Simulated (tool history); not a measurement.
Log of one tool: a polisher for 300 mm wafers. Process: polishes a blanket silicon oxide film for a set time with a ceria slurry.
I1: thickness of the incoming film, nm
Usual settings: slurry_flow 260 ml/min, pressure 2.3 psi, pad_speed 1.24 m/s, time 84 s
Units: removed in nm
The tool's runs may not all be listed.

{"run": 1, "hour": 0.0, "slurry_flow": 260, "pressure": 2.3, "pad_speed": 1.24, "time": 84, "I1": 1486.5, "removed": 319.3}
{"hour": 7.8, "done": "worn pad replaced by a new one"}
{"run": 2, "hour": 13.1, "slurry_flow": 260, "pressure": 2.3, "pad_speed": 1, "time": 84, "I1": 1485.1, "removed": 275.3}
{"run": 3, "hour": 20.1, "slurry_flow": 260, "pressure": 2.3, "pad_speed": 0.9, "time": 84, "I1": 1513, "removed": 248.3}
{"run": 4, "hour": 34.3, "slurry_flow": 260, "pressure": 2.3, "pad_speed": 1.24, "time": 84, "I1": 1509.1, "removed": 343.4}
{"run": 5, "hour": 43.3, "slurry_flow": 260, "pressure": 2.3, "pad_speed": 1.24, "time": 84, "I1": 1516.4, "removed": 343.2}
{"run": 6, "hour": 54.5, "slurry_flow": 260, "pressure": 2.3, "pad_speed": 1.24, "time": 101, "I1": 1492.4, "removed": 404.2}
{"run": 7, "hour": 61.2, "slurry_flow": 260, "pressure": 2.3, "pad_speed": 1.24, "time": 84, "I1": 1517.9, "removed": 329.2}
{"run": 8, "hour": 67.9, "slurry_flow": 260, "pressure": 2.3, "pad_speed": 1.24, "time": 84, "I1": 1488.5, "removed": 329.5}
{"run": 9, "hour": 80.3, "slurry_flow": 260, "pressure": 2.3, "pad_speed": 1.24, "time": 84, "I1": 1494.8, "removed": 322.6}
{"run": 10, "hour": 94.8, "slurry_flow": 260, "pressure": 2.3, "pad_speed": 1.24, "time": 84, "I1": 1526.6, "removed": 316.1}
{"hour": 99.9, "done": "worn pad replaced by a new one"}
{"run": 11, "hour": 107.0, "slurry_flow": 260, "pressure": 2.3, "pad_speed": 1.24, "time": 84, "I1": 1528.4, "removed": 342.9}
{"run": 12, "hour": 120.5, "slurry_flow": 260, "pressure": 2.3, "pad_speed": 1.54, "time": 84, "I1": 1504.3, "removed": 422.3}
{"run": 13, "hour": 137.8, "slurry_flow": 260, "pressure": 2.3, "pad_speed": 1.54, "time": 84, "I1": 1531.5, "removed": 421}
{"run": 14, "hour": 144.1, "slurry_flow": 260, "pressure": 2.3, "pad_speed": 1.54, "time": 84, "I1": 1544.1, "removed": 414.9}
{"run": 15, "hour": 155.4, "slurry_flow": 260, "pressure": 2.3, "pad_speed": 1.24, "time": 84, "I1": 1515.4, "removed": 329.9}
{"run": 16, "hour": 172.1, "slurry_flow": 260, "pressure": 2.1, "pad_speed": 1.24, "time": 84, "I1": 1528.7, "removed": 299.7}
{"hour": 184.0, "done": "worn pad replaced by a new one, of another model than before"}
{"run": 17, "hour": 184.8, "slurry_flow": 260, "pressure": 2.7, "pad_speed": 1.24, "time": 84, "I1": 1519.6, "removed": 383.9}
{"run": 18, "hour": 192.6, "slurry_flow": 260, "pressure": 1.8, "pad_speed": 1.24, "time": 84, "I1": 1496.5, "removed": 286.2}
{"run": 19, "hour": 207.0, "slurry_flow": 325, "pressure": 2.3, "pad_speed": 1.24, "time": 84, "I1": 1500.3, "removed": 354.4}
{"run": 20, "hour": 224.6, "slurry_flow": 190, "pressure": 2.3, "pad_speed": 0.98, "time": 70, "I1": 1524.8, "removed": 223.7}
{"run": 21, "hour": 242.0, "slurry_flow": 260, "pressure": 2.3, "pad_speed": 1.24, "time": 84, "I1": 1532.8, "removed": 332.2}
{"run": 22, "hour": 253.3, "slurry_flow": 260, "pressure": 2.3, "pad_speed": 1.24, "time": 84, "I1": 1521.9, "removed": 321.6}
{"hour": 262.5, "done": "worn pad replaced by a new one"}
{"run": 23, "hour": 267.3, "slurry_flow": 260, "pressure": 1.5, "pad_speed": 1.08, "time": 75, "I1": 1499.2, "removed": 207.5}
{"run": 24, "hour": 278.8, "slurry_flow": 260, "pressure": 2.3, "pad_speed": 0.92, "time": 56, "I1": 1497.3, "removed": 186.7}
{"run": 25, "hour": 291.3, "slurry_flow": 260, "pressure": 3, "pad_speed": 1.24, "time": 84, "I1": 1499.3, "removed": 408.6}
{"run": 26, "hour": 298.3, "slurry_flow": 260, "pressure": 1.5, "pad_speed": 1.24, "time": 84, "I1": 1539.2, "removed": 251.5}
{"run": 27, "hour": 309.8, "slurry_flow": 260, "pressure": 2.3, "pad_speed": 1.24, "time": 84, "I1": 1524.4, "removed": 327}
{"run": 28, "hour": 324.2, "slurry_flow": 260, "pressure": 1.7, "pad_speed": 1.24, "time": 84, "I1": 1519.7, "removed": 260.1}
{"hour": 334.4, "done": "slurry nozzle cleaned"}
{"run": 29, "hour": 337.5, "slurry_flow": 260, "pressure": 2.3, "pad_speed": 1.24, "time": 84, "I1": 1535.8, "removed": 317.4}
{"hour": 353.5, "done": "worn pad replaced by a new one"}
{"hour": 353.5, "done": "head pressure recalibrated"}
{"run": 30, "hour": 354.0, "slurry_flow": 260, "pressure": 2.3, "pad_speed": 1.24, "time": 84, "I1": 1495, "removed": 344.2}
{"run": 31, "hour": 362.9, "slurry_flow": 260, "pressure": 1.6, "pad_speed": 0.82, "time": 84, "I1": 1535.3, "removed": 200.6}
{"run": 32, "hour": 377.1, "slurry_flow": 260, "pressure": 2.3, "pad_speed": 1.24, "time": 84, "I1": 1505.3, "removed": 339.5}
{"run": 33, "hour": 385.5, "slurry_flow": 260, "pressure": 2.3, "pad_speed": 1.24, "time": 84, "I1": 1514, "removed": 340.8}
{"run": 34, "hour": 402.8, "slurry_flow": 350, "pressure": 1.9, "pad_speed": 1, "time": 102, "I1": 1523.4, "removed": 307.9}
{"run": 35, "hour": 428.3, "slurry_flow": 200, "pressure": 2.3, "pad_speed": 1.24, "time": 84, "I1": 1520.2, "removed": 307.2}
{"hour": 444.8, "done": "worn pad replaced by a new one"}
{"run": 36, "hour": 445.3, "slurry_flow": 210, "pressure": 2.3, "pad_speed": 1.24, "time": 84, "I1": 1497.3, "removed": 328.4}

3 ways to go on from here, each from the tool as it stands after run 36. What would each give?
{"run": "A", "hour": 445.7, "slurry_flow": 260, "pressure": 2.5, "pad_speed": 1.24, "time": 84, "I1": 1506.5, "removed": "?"}
{"run": "B", "hour": 445.7, "slurry_flow": 295, "pressure": 2.3, "pad_speed": 1.06, "time": 84, "I1": 1506.5, "removed": "?"}
{"run": "C", "hour": 445.7, "slurry_flow": 290, "pressure": 2.3, "pad_speed": 1.24, "time": 110, "I1": 1506.5, "removed": "?"}

run=A removed=362.3
run=B removed=310.6
run=C removed=452.5
Without the tool's hidden state the same runs would have given:
run=A removed=365.3
run=B removed=313.2
run=C removed=456.3

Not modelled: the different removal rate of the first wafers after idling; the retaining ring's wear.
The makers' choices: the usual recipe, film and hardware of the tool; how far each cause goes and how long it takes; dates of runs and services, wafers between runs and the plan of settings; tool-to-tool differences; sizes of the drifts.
